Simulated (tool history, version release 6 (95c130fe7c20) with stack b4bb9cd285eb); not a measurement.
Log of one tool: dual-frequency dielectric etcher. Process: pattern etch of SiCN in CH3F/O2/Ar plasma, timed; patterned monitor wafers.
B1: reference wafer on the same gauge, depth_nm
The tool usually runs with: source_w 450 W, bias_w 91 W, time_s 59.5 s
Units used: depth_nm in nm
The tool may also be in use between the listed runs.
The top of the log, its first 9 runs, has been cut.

Run 10, day 16.238: usual settings but time_s 67.5 s; B1 30.09. Result: depth_nm 30.87 nm.
At day 16.692: source power generator calibrated.
At day 18.708: bias power generator calibrated.
At day 19.533: upper electrode replaced.
Run 11, day 19.554: usual settings but time_s 45.5 s; B1 30.00. Result: depth_nm 20.93 nm.
Run 12, day 20.858: usual settings but source_w 390 W, bias_w 77 W, time_s 51.5 s; B1 30.04. Result: depth_nm 20.53 nm.
Run 13, day 23.621: usual settings but source_w 490 W, bias_w 73 W; B1 30.03. Result: depth_nm 26.00 nm.
Run 14, day 27.900: usual settings but source_w 540 W; B1 30.03. Result: depth_nm 29.87 nm.
At day 30.433: wet clean of the chamber.
Run 15, day 30.688: usual settings but bias_w 99 W; B1 29.94. Result: depth_nm 28.15 nm.
At day 31.271: gauge calibrated.
Run 16, day 31.900: usual settings but source_w 560 W, bias_w 81 W, time_s 72.5 s; B1 29.95. Result: depth_nm 34.65 nm.
Run 17, day 33.546: usual settings; B1 29.95. Result: depth_nm 27.06 nm.
Run 18, day 35.496: usual settings but bias_w 99 W; B1 30.01. Result: depth_nm 28.24 nm.
Run 19, day 37.908: usual settings; B1 30.07. Result: depth_nm 27.24 nm.
Run 20, day 38.946: usual settings but bias_w 79 W; B1 29.95. Result: depth_nm 25.48 nm.
Run 21, day 40.542: usual settings but bias_w 105 W, time_s 77.0 s; B1 29.97. Result: depth_nm 37.36 nm.
Run 22, day 43.350: usual settings but source_w 500 W, bias_w 102 W, time_s 42.0 s; B1 30.05. Result: depth_nm 21.21 nm.
Run 23, day 44.417: usual settings but bias_w 111 W, time_s 43.5 s; B1 30.03. Result: depth_nm 21.66 nm.
Run 24, day 46.358: usual settings but source_w 410 W, bias_w 104 W, time_s 54.5 s; B1 30.06. Result: depth_nm 25.72 nm.
Run 25, day 48.250: usual settings; B1 29.94. Result: depth_nm 27.42 nm.
Run 26, day 49.796: usual settings but source_w 500 W, bias_w 112 W, time_s 73.0 s; B1 30.01. Result: depth_nm 39.08 nm.
At day 51.700: wet clean of the chamber.
Run 27, day 51.875: usual settings but source_w 490 W; B1 30.01. Result: depth_nm 28.16 nm.
Run 28, day 53.196: usual settings but bias_w 111 W; B1 30.03. Result: depth_nm 29.65 nm.
Run 29, day 54.533: usual settings but source_w 360 W, bias_w 72 W, time_s 44.0 s; B1 30.06. Result: depth_nm 16.14 nm.
Run 30, day 55.858: usual settings but source_w 500 W, bias_w 112 W, time_s 73.0 s; B1 29.99. Result: depth_nm 38.44 nm.
Run 31, day 57.546: usual settings but source_w 490 W, time_s 68.0 s; B1 29.94. Result: depth_nm 32.29 nm.

Below are 3 alternative next runs, each starting from the tool's condition after run 31. Predict each:
Run A, day 57.562: usual settings but time_s 43.0 s; B1 ?. Result: depth_nm ?.
Run B, day 57.562: usual settings but source_w 510 W, time_s 72.0 s; B1 ?. Result: depth_nm ?.
Run C, day 57.562: usual settings but bias_w 83 W; B1 ?. Result: depth_nm ?.

run     B1  depth_nm
  A  30.04     19.60
  B  30.04     34.77
  C  30.04     26.06
Without the tool's unlogged condition, the same runs would have read:
run  depth_nm
  A     19.51
  B     34.62
  C     25.94
